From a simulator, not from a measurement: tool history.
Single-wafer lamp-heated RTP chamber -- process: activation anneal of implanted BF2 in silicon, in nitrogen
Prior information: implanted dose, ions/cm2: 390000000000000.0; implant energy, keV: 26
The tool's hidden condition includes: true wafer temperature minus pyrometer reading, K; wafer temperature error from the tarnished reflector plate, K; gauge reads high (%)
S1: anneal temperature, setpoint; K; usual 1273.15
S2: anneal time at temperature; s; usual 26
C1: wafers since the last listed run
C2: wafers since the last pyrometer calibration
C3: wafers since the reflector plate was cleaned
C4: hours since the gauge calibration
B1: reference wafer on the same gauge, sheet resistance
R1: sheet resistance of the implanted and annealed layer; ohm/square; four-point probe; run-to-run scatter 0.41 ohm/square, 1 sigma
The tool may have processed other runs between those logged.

Run 1, hour 0.0: usual settings; C1 0; C2 1886; C3 5856; C4 408.4; B1 270.04. Result: R1 272.74 ohm/square.
Run 2, hour 65.7: usual settings; C1 1060; C2 2947; C3 6916; C4 474.1; B1 270.02. Result: R1 272.15 ohm/square.
At hour 142.5: pyrometer window cleaned and pyrometer calibrated.
Run 3, hour 143.0: usual settings; C1 1118; C2 8; C3 8035; C4 551.4; B1 270.00. Result: R1 274.24 ohm/square.
Run 4, hour 179.9: usual settings; C1 595; C2 603; C3 8630; C4 588.3; B1 269.98. Result: R1 273.00 ohm/square.
Run 5, hour 208.0: usual settings; C1 453; C2 1057; C3 9084; C4 616.4; B1 270.06. Result: R1 273.13 ohm/square.
Run 6, hour 252.8: usual settings; C1 723; C2 1780; C3 9807; C4 661.2; B1 269.95. Result: R1 273.58 ohm/square.
Run 7, hour 286.4: usual settings; C1 542; C2 2322; C3 10350; C4 694.8; B1 269.98. Result: R1 272.81 ohm/square.
At hour 308.5: gauge calibrated.
Run 8, hour 326.5: usual settings; C1 647; C2 2970; C3 10997; C4 18.0; B1 270.07. Result: R1 272.94 ohm/square.
Run 9, hour 370.9: usual settings; C1 716; C2 3686; C3 11714; C4 62.4; B1 269.97. Result: R1 272.19 ohm/square.
At hour 399.0: reflector plate cleaned.
At hour 436.1: pyrometer window cleaned and pyrometer calibrated.
Run 10, hour 439.5: usual settings but S1 1286.15 K; C1 849; C2 54; C3 525; C4 131.0; B1 269.95. Result: R1 270.80 ohm/square.
Run 11, hour 470.1: usual settings but S1 1288.15 K, S2 20 s; C1 493; C2 548; C3 1018; C4 161.6; B1 270.00. Result: R1 272.40 ohm/square.
Run 12, hour 532.0: usual settings but S1 1265.15 K, S2 18 s; C1 999; C2 1547; C3 2018; C4 223.5; B1 270.03. Result: R1 275.98 ohm/square.
Run 13, hour 565.5: usual settings; C1 540; C2 2088; C3 2558; C4 257.0; B1 270.07. Result: R1 272.93 ohm/square.
Run 14, hour 618.7: usual settings but S2 13 s; C1 858; C2 2947; C3 3417; C4 310.2; B1 270.09. Result: R1 274.20 ohm/square.
Run 15, hour 676.6: usual settings but S2 37 s; C1 934; C2 3881; C3 4352; C4 368.1; B1 270.07. Result: R1 270.32 ohm/square.
At hour 719.3: pyrometer window cleaned and pyrometer calibrated.
Run 16, hour 765.3: usual settings but S1 1260.15 K, S2 11 s; C1 1302; C2 742; C3 5655; C4 456.8; B1 270.05. Result: R1 279.94 ohm/square.
Run 17, hour 816.5: usual settings but S1 1252.15 K, S2 37 s; C1 826; C2 1568; C3 6481; C4 508.0; B1 269.99. Result: R1 276.81 ohm/square.
Run 18, hour 859.3: usual settings but S1 1258.15 K, S2 14 s; C1 690; C2 2259; C3 7172; C4 550.8; B1 269.92. Result: R1 278.94 ohm/square.
At hour 860.3: gauge calibrated.
Run 19, hour 903.3: usual settings; C1 710; C2 2969; C3 7882; C4 43.0; B1 270.03. Result: R1 272.59 ohm/square.

Each row is a separate what-if for the run after 19, all from the same tool condition, not one after another. Results?
Run A, hour 903.7: usual settings but S1 1288.15 K; C1 6; C2 2976; C3 7889; C4 43.4; B1 ?. Result: R1 ?.
Run B, hour 903.7: usual settings but S1 1281.15 K, S2 15 s; C1 6; C2 2976; C3 7889; C4 43.4; B1 ?. Result: R1 ?.
Run C, hour 903.7: usual settings but S1 1264.15 K; C1 6; C2 2976; C3 7889; C4 43.4; B1 ?. Result: R1 ?.
Run D, hour 903.7: usual settings but S2 11 s; C1 6; C2 2976; C3 7889; C4 43.4; B1 ?. Result: R1 ?.

run      B1      R1
  A  269.96  270.48
  B  269.96  273.45
  C  269.96  273.80
  D  269.96  275.32
With the hidden condition removed and each run's random variation left untouched, the same runs would have given:
run      R1
  A  271.12
  B  274.06
  C  275.19
  D  276.35

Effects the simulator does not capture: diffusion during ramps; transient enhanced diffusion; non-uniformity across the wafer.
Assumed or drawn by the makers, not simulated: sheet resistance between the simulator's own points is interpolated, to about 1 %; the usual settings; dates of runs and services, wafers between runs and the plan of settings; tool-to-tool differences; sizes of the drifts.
